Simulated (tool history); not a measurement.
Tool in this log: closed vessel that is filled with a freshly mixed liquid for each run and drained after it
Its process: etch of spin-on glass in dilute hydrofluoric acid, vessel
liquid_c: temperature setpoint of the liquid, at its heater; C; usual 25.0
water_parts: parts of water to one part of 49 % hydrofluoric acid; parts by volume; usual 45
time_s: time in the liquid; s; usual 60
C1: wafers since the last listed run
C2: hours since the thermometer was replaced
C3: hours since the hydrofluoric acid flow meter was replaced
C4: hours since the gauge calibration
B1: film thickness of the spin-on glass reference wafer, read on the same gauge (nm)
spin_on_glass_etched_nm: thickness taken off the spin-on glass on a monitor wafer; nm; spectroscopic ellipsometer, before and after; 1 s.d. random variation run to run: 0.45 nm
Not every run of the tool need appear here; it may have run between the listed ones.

{"run": 1, "hour": 0.0, "liquid_c": 25.0, "water_parts": 45, "time_s": 60, "C1": 0, "C2": 1278.2, "C3": 1937.6, "C4": 410.8, "B1": 119.98, "spin_on_glass_etched_nm": 73.02}
{"run": 2, "hour": 77.5, "liquid_c": 25.0, "water_parts": 45, "time_s": 60, "C1": 6616, "C2": 1355.7, "C3": 2015.1, "C4": 488.3, "B1": 119.99, "spin_on_glass_etched_nm": 73.72}
{"run": 3, "hour": 149.9, "liquid_c": 25.0, "water_parts": 45, "time_s": 60, "C1": 6181, "C2": 1428.1, "C3": 2087.5, "C4": 560.7, "B1": 120.02, "spin_on_glass_etched_nm": 73.75}
{"run": 4, "hour": 197.4, "liquid_c": 25.0, "water_parts": 55, "time_s": 60, "C1": 4055, "C2": 1475.6, "C3": 2135.0, "C4": 608.2, "B1": 119.96, "spin_on_glass_etched_nm": 59.3}
{"run": 5, "hour": 247.7, "liquid_c": 25.0, "water_parts": 55, "time_s": 60, "C1": 4294, "C2": 1525.9, "C3": 2185.3, "C4": 658.5, "B1": 120.0, "spin_on_glass_etched_nm": 59.64}
{"run": 6, "hour": 295.5, "liquid_c": 25.0, "water_parts": 55, "time_s": 60, "C1": 4080, "C2": 1573.7, "C3": 2233.1, "C4": 706.3, "B1": 120.02, "spin_on_glass_etched_nm": 59.3}
{"run": 7, "hour": 398.2, "liquid_c": 25.0, "water_parts": 45, "time_s": 60, "C1": 8767, "C2": 1676.4, "C3": 2335.8, "C4": 809.0, "B1": 120.0, "spin_on_glass_etched_nm": 73.11}
{"run": 8, "hour": 455.6, "liquid_c": 25.0, "water_parts": 45, "time_s": 60, "C1": 4900, "C2": 1733.8, "C3": 2393.2, "C4": 866.4, "B1": 120.03, "spin_on_glass_etched_nm": 73.31}
{"hour": 525.5, "done": "hydrofluoric acid flow meter replaced"}
{"run": 9, "hour": 545.2, "liquid_c": 23.5, "water_parts": 45, "time_s": 60, "C1": 7564, "C2": 1823.4, "C3": 19.7, "C4": 956.0, "B1": 119.94, "spin_on_glass_etched_nm": 69.24}
{"hour": 581.3, "done": "gauge calibrated"}
{"hour": 593.6, "done": "thermometer replaced"}
{"run": 10, "hour": 596.5, "liquid_c": 28.5, "water_parts": 45, "time_s": 85, "C1": 4294, "C2": 2.9, "C3": 71.0, "C4": 15.2, "B1": 119.99, "spin_on_glass_etched_nm": 120.48}
{"run": 11, "hour": 680.5, "liquid_c": 25.0, "water_parts": 40, "time_s": 70, "C1": 7171, "C2": 86.9, "C3": 155.0, "C4": 99.2, "B1": 120.01, "spin_on_glass_etched_nm": 97.06}

What will run 12 give?
{"run": 12, "hour": 774.6, "liquid_c": 25.0, "water_parts": 45, "time_s": 60, "C1": 8033, "C2": 181.0, "C3": 249.1, "C4": 193.3, "B1": "?", "spin_on_glass_etched_nm": "?"}

B1: 120.05
spin_on_glass_etched_nm: 73.79 nm
Without the tool's hidden state the same run would have given spin_on_glass_etched_nm 73.79 nm.
